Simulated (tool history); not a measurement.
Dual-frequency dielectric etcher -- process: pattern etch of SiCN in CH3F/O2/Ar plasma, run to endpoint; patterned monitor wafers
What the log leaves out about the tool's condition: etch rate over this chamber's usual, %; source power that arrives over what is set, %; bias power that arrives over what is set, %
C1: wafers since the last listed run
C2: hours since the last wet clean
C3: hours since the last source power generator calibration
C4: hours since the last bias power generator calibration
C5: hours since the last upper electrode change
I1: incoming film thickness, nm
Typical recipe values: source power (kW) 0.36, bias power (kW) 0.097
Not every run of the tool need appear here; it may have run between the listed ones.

{"run": 1, "hour": 0.0, "source power (kW)": 0.36, "bias power (kW)": 0.09, "C1": 0, "C2": 52.6, "C3": 938.6, "C4": 1971.6, "C5": 1402.8, "I1": 7.84, "endpoint time (s)": 20.4}
{"run": 2, "hour": 73.4, "source power (kW)": 0.36, "bias power (kW)": 0.09, "C1": 1276, "C2": 126, "C3": 1012, "C4": 2045, "C5": 1476.2, "I1": 7.82, "endpoint time (s)": 20.2}
{"run": 3, "hour": 180.8, "source power (kW)": 0.39, "bias power (kW)": 0.097, "C1": 1867, "C2": 233.4, "C3": 1119.4, "C4": 2152.4, "C5": 1583.6, "I1": 7.81, "endpoint time (s)": 19.3}
{"run": 4, "hour": 265.9, "source power (kW)": 0.39, "bias power (kW)": 0.097, "C1": 1479, "C2": 318.5, "C3": 1204.5, "C4": 2237.5, "C5": 1668.7, "I1": 7.76, "endpoint time (s)": 19.4}
{"run": 5, "hour": 320.5, "source power (kW)": 0.36, "bias power (kW)": 0.097, "C1": 949, "C2": 373.1, "C3": 1259.1, "C4": 2292.1, "C5": 1723.3, "I1": 7.74, "endpoint time (s)": 19.9}
{"run": 6, "hour": 388.9, "source power (kW)": 0.33, "bias power (kW)": 0.083, "C1": 1189, "C2": 441.5, "C3": 1327.5, "C4": 2360.5, "C5": 1791.7, "I1": 7.85, "endpoint time (s)": 21.8}
{"hour": 413.3, "done": "wet clean of the chamber"}
{"run": 7, "hour": 481.1, "source power (kW)": 0.29, "bias power (kW)": 0.113, "C1": 1185, "C2": 67.8, "C3": 1419.7, "C4": 2452.7, "C5": 1883.9, "I1": 7.74, "endpoint time (s)": 21}
{"run": 8, "hour": 532.1, "source power (kW)": 0.29, "bias power (kW)": 0.113, "C1": 886, "C2": 118.8, "C3": 1470.7, "C4": 2503.7, "C5": 1934.9, "I1": 7.82, "endpoint time (s)": 21.2}
{"run": 9, "hour": 597.6, "source power (kW)": 0.29, "bias power (kW)": 0.113, "C1": 1138, "C2": 184.3, "C3": 1536.2, "C4": 2569.2, "C5": 2000.4, "I1": 7.88, "endpoint time (s)": 21.5}
{"run": 10, "hour": 635.0, "source power (kW)": 0.4, "bias power (kW)": 0.106, "C1": 650, "C2": 221.7, "C3": 1573.6, "C4": 2606.6, "C5": 2037.8, "I1": 7.77, "endpoint time (s)": 19.5}
{"run": 11, "hour": 721.5, "source power (kW)": 0.4, "bias power (kW)": 0.106, "C1": 1504, "C2": 308.2, "C3": 1660.1, "C4": 2693.1, "C5": 2124.3, "I1": 7.78, "endpoint time (s)": 19.6}
{"hour": 756.4, "done": "wet clean of the chamber, repeated, since the last time left the tool worse"}
{"run": 12, "hour": 779.4, "source power (kW)": 0.36, "bias power (kW)": 0.097, "C1": 589, "C2": 23, "C3": 1718, "C4": 2751, "C5": 2182.2, "I1": 7.78, "endpoint time (s)": 19.5}
{"hour": 785.1, "done": "source power generator calibrated"}
{"hour": 892.6, "done": "bias power generator calibrated"}
{"run": 13, "hour": 1054.4, "source power (kW)": 0.28, "bias power (kW)": 0.09, "C1": 4642, "C2": 298, "C3": 269.3, "C4": 161.8, "C5": 2457.2, "I1": 7.84, "endpoint time (s)": 22.4}
{"run": 14, "hour": 1127.9, "source power (kW)": 0.36, "bias power (kW)": 0.097, "C1": 1278, "C2": 371.5, "C3": 342.8, "C4": 235.3, "C5": 2530.7, "I1": 7.83, "endpoint time (s)": 20}
{"run": 15, "hour": 1193.3, "source power (kW)": 0.36, "bias power (kW)": 0.097, "C1": 1137, "C2": 436.9, "C3": 408.2, "C4": 300.7, "C5": 2596.1, "I1": 7.84, "endpoint time (s)": 20.2}
{"hour": 1220.2, "done": "wet clean of the chamber"}
{"run": 16, "hour": 1265.5, "source power (kW)": 0.4, "bias power (kW)": 0.082, "C1": 838, "C2": 45.3, "C3": 480.4, "C4": 372.9, "C5": 2668.3, "I1": 7.77, "endpoint time (s)": 20}
{"run": 17, "hour": 1309.2, "source power (kW)": 0.42, "bias power (kW)": 0.117, "C1": 759, "C2": 89, "C3": 524.1, "C4": 416.6, "C5": 2712, "I1": 7.79, "endpoint time (s)": 17.4}
{"run": 18, "hour": 1404.5, "source power (kW)": 0.31, "bias power (kW)": 0.074, "C1": 1657, "C2": 184.3, "C3": 619.4, "C4": 511.9, "C5": 2807.3, "I1": 7.84, "endpoint time (s)": 22.9}
{"hour": 1474.9, "done": "upper electrode replaced"}
{"run": 19, "hour": 1479.0, "source power (kW)": 0.43, "bias power (kW)": 0.106, "C1": 878, "C2": 258.8, "C3": 693.9, "C4": 586.4, "C5": 4.1, "I1": 7.78, "endpoint time (s)": 18}
{"hour": 1678.8, "done": "wet clean of the chamber"}
{"run": 20, "hour": 1696.8, "source power (kW)": 0.36, "bias power (kW)": 0.097, "C1": 3369, "C2": 18, "C3": 911.7, "C4": 804.2, "C5": 221.9, "I1": 7.79, "endpoint time (s)": 19.6}
{"run": 21, "hour": 1781.8, "source power (kW)": 0.42, "bias power (kW)": 0.105, "C1": 1477, "C2": 103, "C3": 996.7, "C4": 889.2, "C5": 306.9, "I1": 7.82, "endpoint time (s)": 18.1}

For run 22, what comes out?
{"run": 22, "hour": 1857.7, "source power (kW)": 0.36, "bias power (kW)": 0.083, "C1": 1319, "C2": 178.9, "C3": 1072.6, "C4": 965.1, "C5": 382.8, "I1": 7.73, "endpoint time (s)": "?"}

{"run 22": {"endpoint time (s)": 20.6}}
Were there no unlogged condition in the tool, this run, its random variation unchanged, would have produced endpoint time (s) 20.5.
